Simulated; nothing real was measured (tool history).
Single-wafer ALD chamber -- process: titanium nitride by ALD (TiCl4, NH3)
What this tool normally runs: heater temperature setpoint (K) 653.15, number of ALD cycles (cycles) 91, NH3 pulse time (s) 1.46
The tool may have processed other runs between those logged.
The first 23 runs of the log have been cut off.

run	hour	heater temperature setpoint (K)	number of ALD cycles (cycles)	NH3 pulse time (s)	read-back reference wafer on the same gauge, thickness_nm	mean film thickness on the monitor wafer (nm)
24	598.7	653.15	91	1.46	2.236	1.871
25	613.8	653.15	91	1.46	2.234	1.872
26	627.4	653.15	91	1.74	2.231	1.898
27	648.6	647.15	79	0.98	2.229	1.553
28	668.8	653.15	97	1.46	2.228	1.987
29	691.7	667.15	75	1.46	2.224	1.572
# hour 702.1: showerhead replaced
30	738.4	653.15	81	1.84	2.222	1.672
31	773.6	647.15	84	1.46	2.219	1.708
32	791.2	653.15	91	1.46	2.217	1.858
33	813.3	663.15	91	1.18	2.215	1.857

For run 34, what comes out?
34	848	641.15	98	1.76	?	?

read-back reference wafer on the same gauge, thickness_nm: 2.214
mean film thickness on the monitor wafer (nm): 1.989
With the hidden condition absent and the run-to-run variation left alone, this run would have shown mean film thickness on the monitor wafer (nm) 2.021.
